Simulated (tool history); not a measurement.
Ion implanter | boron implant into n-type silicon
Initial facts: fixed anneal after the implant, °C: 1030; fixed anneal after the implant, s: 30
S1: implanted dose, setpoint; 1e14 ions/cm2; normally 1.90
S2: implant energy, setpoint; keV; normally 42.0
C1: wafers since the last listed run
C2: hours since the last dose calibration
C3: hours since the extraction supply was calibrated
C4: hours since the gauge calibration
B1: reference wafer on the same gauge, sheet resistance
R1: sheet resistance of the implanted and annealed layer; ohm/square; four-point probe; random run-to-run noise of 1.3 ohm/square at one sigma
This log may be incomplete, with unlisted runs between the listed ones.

run   hour    S1    S2    C1     C2      C3     C4      B1      R1
  1    0.0  1.90  51.5     0  424.1  5166.8  231.5  508.09  412.62
  2   36.5  1.90  51.5   727  460.6  5203.3  268.0  507.98  414.42
  3  107.6  1.90  51.5  1417  531.7  5274.4  339.1  507.78  412.24
  4  167.2  1.90  50.0  1188  591.3  5334.0  398.7  508.20  413.51
  5  237.8  1.90  42.0  1407  661.9  5404.6  469.3  508.01  423.74
  6  267.9  1.90  42.0   600  692.0  5434.7  499.4  507.36  422.31
  7  304.0  2.20  42.0   719  728.1  5470.8  535.5  508.27  378.57
  8  350.8  2.20  42.0   933  774.9  5517.6  582.3  508.15  378.13
     375.9  -- extraction supply calibrated
  9  379.4  1.90  42.0   410  803.5     3.5  610.9  508.42  418.98
     440.7  -- Faraday cup replaced and dose calibrated
 10  441.2  1.90  42.0  1072    0.5    65.3  672.7  507.26  441.13
 11  475.2  1.41  46.5   677   34.5    99.3  706.7  508.25  538.78
 12  507.3  2.08  51.0   640   66.6   131.4  738.8  507.65  400.52
     514.5  -- gauge calibrated
 13  535.7  1.90  42.0   566   95.0   159.8   21.2  507.63  439.66
     566.8  -- Faraday cup replaced and dose calibrated, repeated, since the last time left the tool worse
 14  575.3  1.70  32.0   630    8.5   199.4   60.8  507.10  484.59
 15  618.2  1.63  56.5   855   51.4   242.3  103.7  508.05  458.44
 16  677.3  1.50  55.5  1178  110.5   301.4  162.8  508.06  489.35
 17  744.8  1.90  42.0  1346  178.0   368.9  230.3  508.27  428.21
 18  779.8  1.72  31.5   697  213.0   403.9  265.3  507.37  478.99
 19  831.7  1.36  49.0  1034  264.9   455.8  317.2  508.04  533.07

Per-run results on a tool with no hidden state, each run keeping its own random variation:
Hidden conditions of the tool in this case: deviation of the true dose from the Faraday cup's reading, %; deviation of the true energy from its setpoint, %; gauge reads high (%).
run      R1
  1  414.99
  2  417.10
  3  415.55
  4  417.46
  5  428.68
  6  427.63
  7  383.88
  8  384.04
  9  425.84
 10  428.56
 11  524.10
 12  389.19
 13  427.22
 14  483.62
 15  457.60
 16  488.57
 17  427.67
 18  478.53
 19  532.88
